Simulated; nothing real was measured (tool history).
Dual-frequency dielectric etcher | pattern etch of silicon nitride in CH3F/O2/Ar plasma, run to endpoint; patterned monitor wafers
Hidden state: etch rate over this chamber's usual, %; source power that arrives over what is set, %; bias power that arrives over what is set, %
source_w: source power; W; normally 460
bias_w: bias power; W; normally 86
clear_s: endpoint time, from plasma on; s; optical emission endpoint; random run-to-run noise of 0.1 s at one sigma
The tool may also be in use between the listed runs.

run	hour	source_w	bias_w	wafers since the last listed run	hours since the last wet clean	hours since the last source power generator calibration	hours since the last bias power generator calibration	hours since the last upper electrode change	incoming incoming film thickness, nm	clear_s
1	0	460	86	0	90.4	2786.1	2365.7	4525.1	28.63	33.5
2	20.4	420	86	315	110.8	2806.5	2386.1	4545.5	28.74	34.4
3	35.5	460	86	233	125.9	2821.6	2401.2	4560.6	28.45	33.2
4	67.5	390	86	494	157.9	2853.6	2433.2	4592.6	29.2	35.4
5	92.4	460	86	384	182.8	2878.5	2458.1	4617.5	28.62	33.3
6	139.8	460	86	732	230.2	2925.9	2505.5	4664.9	29.03	34
7	153.2	460	86	207	243.6	2939.3	2518.9	4678.3	29.01	33.9
8	180.2	460	86	417	270.6	2966.3	2545.9	4705.3	28.82	33.6
9	215.8	460	86	550	306.2	3001.9	2581.5	4740.9	28.92	34
10	248.5	460	86	505	338.9	3034.6	2614.2	4773.6	28.94	33.9
11	280.1	460	86	488	370.5	3066.2	2645.8	4805.2	28.99	33.7
12	301.2	460	86	326	391.6	3087.3	2666.9	4826.3	28.43	33.1
13	331.7	490	86	471	422.1	3117.8	2697.4	4856.8	28.78	32.9
14	349.1	460	81	268	439.5	3135.2	2714.8	4874.2	29.06	34.4
15	363.9	460	81	228	454.3	3150	2729.6	4889	29	34.3
16	383	560	78	295	473.4	3169.1	2748.7	4908.1	28.91	32.8
# hour 403.4: bias power generator calibrated
# hour 414.3: upper electrode replaced
17	414.6	550	93	258	505	3200.7	11.2	0.3	28.89	31.8
# hour 429.2: source power generator calibrated
18	438.5	560	98	307	528.9	9.3	35.1	24.2	28.82	31.4
# hour 466.2: wet clean of the chamber
19	466.7	380	97	64	0.5	37.5	63.3	52.4	28.51	33.6
20	467	390	86	4	0.8	37.8	63.6	52.7	28.99	35
21	493.6	550	105	411	27.4	64.4	90.2	79.3	28.76	30.7
22	522.4	360	71	445	56.2	93.2	119	108.1	28.74	36.7
23	550.8	460	86	438	84.6	121.6	147.4	136.5	28.9	33.7
24	600.8	550	99	772	134.6	171.6	197.4	186.5	28.77	31.3
25	626.3	460	86	394	160.1	197.1	222.9	212	28.42	33
26	658.7	390	77	500	192.5	229.5	255.3	244.4	29.13	36
27	674.2	540	79	239	208	245	270.8	259.9	28.71	32.9
28	696.6	560	78	346	230.4	267.4	293.2	282.3	28.8	33.1
29	732.1	400	69	548	265.9	302.9	328.7	317.8	28.92	36.5
30	750.2	410	76	279	284	321	346.8	335.9	28.79	35.5

Give the tool's hidden conditions for every run:
etch rate over this chamber's usual, %: 0 on each run
source power that arrives over what is set, %: 0 on each run
bias power that arrives over what is set, %: 0 on each run

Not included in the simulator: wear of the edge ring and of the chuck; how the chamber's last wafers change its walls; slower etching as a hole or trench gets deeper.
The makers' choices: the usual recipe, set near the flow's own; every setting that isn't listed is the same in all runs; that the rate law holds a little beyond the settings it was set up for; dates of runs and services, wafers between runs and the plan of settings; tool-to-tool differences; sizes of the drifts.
